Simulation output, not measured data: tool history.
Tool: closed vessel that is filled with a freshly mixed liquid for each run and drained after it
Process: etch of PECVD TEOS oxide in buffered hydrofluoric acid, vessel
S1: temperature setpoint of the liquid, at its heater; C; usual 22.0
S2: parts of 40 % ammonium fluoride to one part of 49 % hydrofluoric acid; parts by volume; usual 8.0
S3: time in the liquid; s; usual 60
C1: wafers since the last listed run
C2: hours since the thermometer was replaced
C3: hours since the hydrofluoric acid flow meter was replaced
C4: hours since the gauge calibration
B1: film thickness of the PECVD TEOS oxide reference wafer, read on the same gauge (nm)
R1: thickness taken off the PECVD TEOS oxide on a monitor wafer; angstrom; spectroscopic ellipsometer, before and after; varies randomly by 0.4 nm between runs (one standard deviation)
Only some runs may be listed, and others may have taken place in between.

{"run": 1, "day": 0.0, "S1": 22.0, "S2": 8.0, "S3": 60, "C1": 0, "C2": 1836.6, "C3": 1548.5, "C4": 183.8, "B1": 70.01, "R1": 812.0}
{"run": 2, "day": 0.367, "S1": 22.0, "S2": 8.0, "S3": 60, "C1": 537, "C2": 1845.4, "C3": 1557.3, "C4": 192.6, "B1": 69.99, "R1": 813.8}
{"run": 3, "day": 0.667, "S1": 19.0, "S2": 8.0, "S3": 60, "C1": 439, "C2": 1852.6, "C3": 1564.5, "C4": 199.8, "B1": 69.98, "R1": 683.2}
{"run": 4, "day": 1.125, "S1": 22.0, "S2": 8.0, "S3": 60, "C1": 671, "C2": 1863.6, "C3": 1575.5, "C4": 210.8, "B1": 70.0, "R1": 808.0}
{"run": 5, "day": 3.242, "S1": 22.0, "S2": 8.0, "S3": 60, "C1": 3102, "C2": 1914.4, "C3": 1626.3, "C4": 261.6, "B1": 70.0, "R1": 808.7}
{"run": 6, "day": 3.842, "S1": 22.0, "S2": 8.0, "S3": 60, "C1": 879, "C2": 1928.8, "C3": 1640.7, "C4": 276.0, "B1": 70.0, "R1": 801.8}
{"run": 7, "day": 4.158, "S1": 22.0, "S2": 8.0, "S3": 60, "C1": 464, "C2": 1936.4, "C3": 1648.3, "C4": 283.6, "B1": 69.98, "R1": 811.3}
{"day": 4.417, "done": "thermometer replaced"}
{"run": 8, "day": 4.567, "S1": 20.0, "S2": 8.0, "S3": 75, "C1": 537, "C2": 3.6, "C3": 1658.1, "C4": 293.4, "B1": 70.0, "R1": 995.8}
{"run": 9, "day": 5.033, "S1": 20.0, "S2": 8.0, "S3": 75, "C1": 683, "C2": 14.8, "C3": 1669.3, "C4": 304.6, "B1": 69.98, "R1": 1004.8}
{"run": 10, "day": 5.754, "S1": 22.0, "S2": 8.0, "S3": 60, "C1": 1056, "C2": 32.1, "C3": 1686.6, "C4": 321.9, "B1": 70.0, "R1": 896.9}
{"run": 11, "day": 6.379, "S1": 22.0, "S2": 8.0, "S3": 60, "C1": 916, "C2": 47.1, "C3": 1701.6, "C4": 336.9, "B1": 69.99, "R1": 890.4}
{"run": 12, "day": 6.871, "S1": 22.0, "S2": 9.0, "S3": 60, "C1": 720, "C2": 58.9, "C3": 1713.4, "C4": 348.7, "B1": 70.0, "R1": 783.5}
{"run": 13, "day": 7.15, "S1": 20.5, "S2": 5.5, "S3": 95, "C1": 409, "C2": 65.6, "C3": 1720.1, "C4": 355.4, "B1": 70.03, "R1": 1828.2}
{"run": 14, "day": 7.758, "S1": 22.0, "S2": 8.0, "S3": 60, "C1": 891, "C2": 80.2, "C3": 1734.7, "C4": 370.0, "B1": 70.01, "R1": 890.5}
{"run": 15, "day": 8.112, "S1": 22.0, "S2": 8.0, "S3": 95, "C1": 519, "C2": 88.7, "C3": 1743.2, "C4": 378.5, "B1": 70.01, "R1": 1399.4}
{"day": 8.579, "done": "hydrofluoric acid flow meter replaced"}
{"run": 16, "day": 8.6, "S1": 26.0, "S2": 9.0, "S3": 40, "C1": 653, "C2": 100.4, "C3": 0.5, "C4": 390.2, "B1": 70.0, "R1": 644.9}
{"day": 8.658, "done": "gauge calibrated"}
{"run": 17, "day": 8.929, "S1": 20.5, "S2": 5.5, "S3": 75, "C1": 482, "C2": 108.3, "C3": 8.4, "C4": 6.5, "B1": 70.0, "R1": 1455.5}
{"run": 18, "day": 9.604, "S1": 22.0, "S2": 8.0, "S3": 60, "C1": 989, "C2": 124.5, "C3": 24.6, "C4": 22.7, "B1": 70.02, "R1": 891.6}
{"run": 19, "day": 10.504, "S1": 18.0, "S2": 5.0, "S3": 85, "C1": 1319, "C2": 146.1, "C3": 46.2, "C4": 44.3, "B1": 69.99, "R1": 1542.1}
{"run": 20, "day": 10.896, "S1": 22.0, "S2": 8.0, "S3": 60, "C1": 574, "C2": 155.5, "C3": 55.6, "C4": 53.7, "B1": 70.0, "R1": 884.4}
{"run": 21, "day": 12.796, "S1": 26.5, "S2": 7.0, "S3": 60, "C1": 2784, "C2": 201.1, "C3": 101.2, "C4": 99.3, "B1": 70.0, "R1": 1301.6}
{"run": 22, "day": 13.129, "S1": 22.0, "S2": 10.5, "S3": 60, "C1": 488, "C2": 209.1, "C3": 109.2, "C4": 107.3, "B1": 69.99, "R1": 691.3}
{"run": 23, "day": 13.429, "S1": 22.0, "S2": 8.0, "S3": 50, "C1": 439, "C2": 216.3, "C3": 116.4, "C4": 114.5, "B1": 69.99, "R1": 737.6}
{"run": 24, "day": 14.071, "S1": 22.0, "S2": 8.0, "S3": 60, "C1": 940, "C2": 231.7, "C3": 131.8, "C4": 129.9, "B1": 70.02, "R1": 883.1}

Here are 3 independent what-if runs from the current tool condition. What would each one return?
{"run": "A", "day": 14.1, "S1": 22.0, "S2": 8.0, "S3": 60, "C1": 42, "C2": 232.4, "C3": 132.5, "C4": 130.6, "B1": "?", "R1": "?"}
{"run": "B", "day": 14.1, "S1": 26.5, "S2": 8.0, "S3": 60, "C1": 42, "C2": 232.4, "C3": 132.5, "C4": 130.6, "B1": "?", "R1": "?"}
{"run": "C", "day": 14.1, "S1": 24.0, "S2": 9.5, "S3": 60, "C1": 42, "C2": 232.4, "C3": 132.5, "C4": 130.6, "B1": "?", "R1": "?"}

run=A B1=70.00 R1=878.8
run=B B1=70.00 R1=1124.0
run=C B1=70.00 R1=834.7
With no hidden state in the tool, these same runs would have given:
run=A R1=920.6
run=B R1=1175.9
run=C R1=873.9
